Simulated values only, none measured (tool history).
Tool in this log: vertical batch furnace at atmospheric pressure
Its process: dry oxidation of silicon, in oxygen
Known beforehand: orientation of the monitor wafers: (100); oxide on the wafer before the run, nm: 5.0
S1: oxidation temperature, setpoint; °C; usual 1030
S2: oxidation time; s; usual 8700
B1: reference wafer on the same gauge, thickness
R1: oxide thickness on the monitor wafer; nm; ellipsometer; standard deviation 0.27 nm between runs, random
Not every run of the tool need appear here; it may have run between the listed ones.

run	hour	S1	S2	B1	R1
1	0.0	1030	6060	130.06	92.24
2	41.4	1023	7080	130.02	96.72
3	107.1	1030	8700	130.04	117.30
4	136.1	1030	6180	129.96	93.84
5	188.7	1030	8700	130.00	118.23
6	223.4	1030	8700	130.00	118.11
7	295.4	1045	8700	129.98	132.81
8	366.0	1030	6330	129.98	95.71
9	436.2	1030	6330	130.01	96.15
10	467.4	1030	6330	130.01	95.97
# hour 513.6: gauge calibrated
11	532.8	1030	8700	129.97	118.63
12	570.7	1023	8700	129.97	111.88
13	618.3	1023	8700	130.05	112.23
14	650.9	1030	8700	130.00	118.31
15	855.8	1020	8700	130.05	109.80
16	885.8	1030	4680	130.01	79.44
# hour 935.2: boat lift adjusted
17	935.7	1030	6330	130.03	96.97
# hour 974.1: thermocouples replaced and temperature profile calibrated
18	974.6	1053	9960	130.03	151.18
19	1007.8	1030	8700	130.14	115.07
20	1046.6	1045	5160	129.99	92.85
21	1078.0	1015	7320	130.05	90.24
22	1115.9	1030	8700	130.01	115.34
23	1147.4	1030	8700	129.94	115.28
24	1197.7	1022	7380	130.07	96.51
25	1260.3	1030	6330	130.03	93.34
26	1328.9	1013	8700	129.94	99.63
27	1474.1	1023	12510	130.04	138.12
28	1508.9	1052	5370	130.00	100.75

Each row is a separate what-if for the run after 28, all from the same tool condition, not one after another. Results?
A	1515.7	1030	8700	?	?
B	1515.7	1050	7020	?	?
C	1515.7	1022	9900	?	?
D	1515.7	1049	4710	?	?

run	B1	R1
A	129.90	115.29
B	129.90	117.89
C	129.90	117.40
D	129.90	90.34
Stripped of hidden state, with their random variation kept, the same runs would have yielded:
run	R1
A	114.78
B	117.40
C	116.87
D	89.95
